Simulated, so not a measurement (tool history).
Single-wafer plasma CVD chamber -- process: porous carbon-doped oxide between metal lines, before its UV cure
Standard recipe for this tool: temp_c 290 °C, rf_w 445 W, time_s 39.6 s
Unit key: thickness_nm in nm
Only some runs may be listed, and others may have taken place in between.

run	hour	temp_c	rf_w	time_s	read-back reference wafer on the same gauge, thickness_nm	thickness_nm
1	0	290	445	39.6	225.433	202.782
2	46.4	290	445	39.6	225.743	202.459
3	56.6	290	445	39.6	225.851	202.198
4	72.8	290	445	33.5	225.754	171.985
5	90.6	290	445	33.5	225.912	172.324
6	107.2	290	445	33.5	225.975	172.305
# hour 122.5: gauge calibrated
# hour 124.2: thermocouple changed; heater temperature recalibrated
# hour 129.8: showerhead replaced
7	130.3	290	445	39.6	224.418	201.272
8	130.8	290	445	39.6	224.235	201.308
9	137.7	295	380	46	224.545	204.184
# hour 147: RF generator calibrated
10	147.6	286	515	36.6	224.704	208.608
11	156.9	290	445	39.6	224.76	201.506
12	166.7	302	500	32.3	224.927	163.132
13	177.9	277	445	46.9	225.12	261.404

For run 14, what comes out?
14	191.5	290	415	44.5	?	?

{"run 14": {"read-back reference wafer on the same gauge, thickness_nm": 225.341, "thickness_nm": 216.919}}
If the tool had no hidden condition, the same run with the same run-to-run variation would have returned thickness_nm 215.689 nm.

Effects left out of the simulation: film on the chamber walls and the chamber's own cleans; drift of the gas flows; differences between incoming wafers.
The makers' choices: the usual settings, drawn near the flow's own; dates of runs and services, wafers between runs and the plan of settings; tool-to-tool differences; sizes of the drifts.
